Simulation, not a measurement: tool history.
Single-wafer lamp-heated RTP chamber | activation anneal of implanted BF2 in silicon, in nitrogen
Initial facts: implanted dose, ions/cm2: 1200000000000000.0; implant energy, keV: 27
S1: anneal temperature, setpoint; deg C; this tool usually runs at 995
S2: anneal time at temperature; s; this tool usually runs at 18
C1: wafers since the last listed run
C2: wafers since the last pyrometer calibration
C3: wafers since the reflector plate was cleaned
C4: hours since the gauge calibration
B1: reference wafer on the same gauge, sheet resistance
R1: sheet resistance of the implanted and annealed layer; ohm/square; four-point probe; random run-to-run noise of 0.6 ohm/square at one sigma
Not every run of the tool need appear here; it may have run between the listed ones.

run    hour    S1  S2    C1    C2    C3      C4      B1      R1
  1       0   976  18     0  5177  5902  1194.1  146.32  197.25
  2    59.8   976  18   997  6175  6900  1253.9  146.48  195.14
  3     109  1013  18   821  6996  7721  1303.1  146.39  153.87
      141.6  -- pyrometer window cleaned and pyrometer calibrated
      158.2  -- reflector plate cleaned
  4   174.8  1013  18   831   419   277  1368.9  146.39  154.31
  5     206   995  18   520   940   798  1400.1  146.71  173.36
  6   265.9   995  18   999  1940  1797    1460   146.9  173.55
  7   466.5   995  15  3347  5287  5145  1660.6   147.4   177.5
  8   525.4   995  15   982  6270  6128  1719.5  147.46  177.62
  9   551.8   995  18   440  6711  6569  1745.9  147.43   174.6
      563.9  -- reflector plate cleaned
      608.6  -- pyrometer window cleaned and pyrometer calibrated
 10   609.1   995  18   689     7   620  1803.2  147.72  174.31
 11   649.2   995  18   669   676  1290  1843.3  147.81  173.89
 12   857.1   995  18  3469  4146  4759  2051.2   148.2  175.23
 13   886.9   995  21   497  4643  5257    2081  148.37  171.36
 14   915.3   995  21   473  5117  5730  2109.4  148.53  172.14
 15   973.9   995  18   977  6095  6708    2168  148.63  175.47
 16  1007.2   983  27   555  6651  7264  2201.3  148.34  181.38
     1071.5  -- pyrometer window cleaned and pyrometer calibrated
     1072.5  -- reflector plate cleaned
 17    1073   995  15   946     7     7  2267.1  148.96  179.29
 18  1111.9   995  18   649   656   656    2306  148.92  177.26
 19    1179   968  24  1119  1776  1776  2373.1  148.99  205.91
 20    1224  1008   8   750  2527  2527  2418.1  148.98   175.8
     1256.4  -- gauge calibrated
 21  1291.7  1021  15  1129  3657  3657    35.3  143.23  147.77
 22    1338  1004  18   772  4430  4430    81.6  143.65  159.32
 23    1368   976  18   500  4930  4930   111.6  143.45  193.18
 24  1403.5   995  18   592  5523  5523   147.1  143.65  170.07
 25  1427.7   995  10   403  5927  5927   171.3  143.64  179.15
 26  1472.9   995  18   754  6681  6681   216.5  143.56  170.13
     1526.8  -- reflector plate cleaned
 27  1539.8   967  12   982  7664   216   283.4   144.1  210.79
 28  1588.8  1020  10   817  8482  1034   332.4  144.28  155.31
       1599  -- pyrometer window cleaned and pyrometer calibrated
 29  1642.9   995  12   769   733  1804   386.5  144.12  177.94
 30  1684.2   995  18   689  1422  2493   427.8  144.31  169.29
 31  1738.7  1020  11   909  2331  3402   482.3  144.53  154.09
 32  1764.7  1008   8   433  2765  3836   508.3  144.46  171.12
 33  1802.7   995  18   634  3399  4470   546.3  144.45  170.36
 34  2003.3  1019  12  3347  6747  7818   746.9  145.13   153.9
     2037.1  -- reflector plate cleaned
 35  2047.8   984  13   609  7356   177   791.4     145  191.53

Some steps in R1 between neighbouring runs. How much of each would the tool show without its hidden state too (settings, what came in, random variation), and how much is left for the hidden state, with any gauge scatter that isn't in both results?
Hidden state present: true wafer temperature minus pyrometer reading, K; wafer temperature error from the tarnished reflector plate, K; gauge reads high (%).
Run 2 -> 3: S1 976 -> 1013. R1 -41.27 ohm/square: hidden state -0.84, all else -40.43.
Run 18 -> 19: S1 995 -> 968, S2 18 -> 24. R1 +28.65 ohm/square: hidden state +1.34, all else +27.31.
Run 19 -> 20: S1 968 -> 1008, S2 24 -> 8. R1 -30.11 ohm/square: hidden state -1.09, all else -29.02.
Run 20 -> 21: S1 1008 -> 1021, S2 8 -> 15, gauge calibrated. R1 -28.03 ohm/square: hidden state -6.78, all else -21.25.
Run 26 -> 27: S1 995 -> 967, S2 18 -> 12, reflector plate cleaned. R1 +40.66 ohm/square: hidden state +0.46, all else +40.2.
Run 27 -> 28: S1 967 -> 1020, S2 12 -> 10. R1 -55.48 ohm/square: hidden state -0.26, all else -55.22.
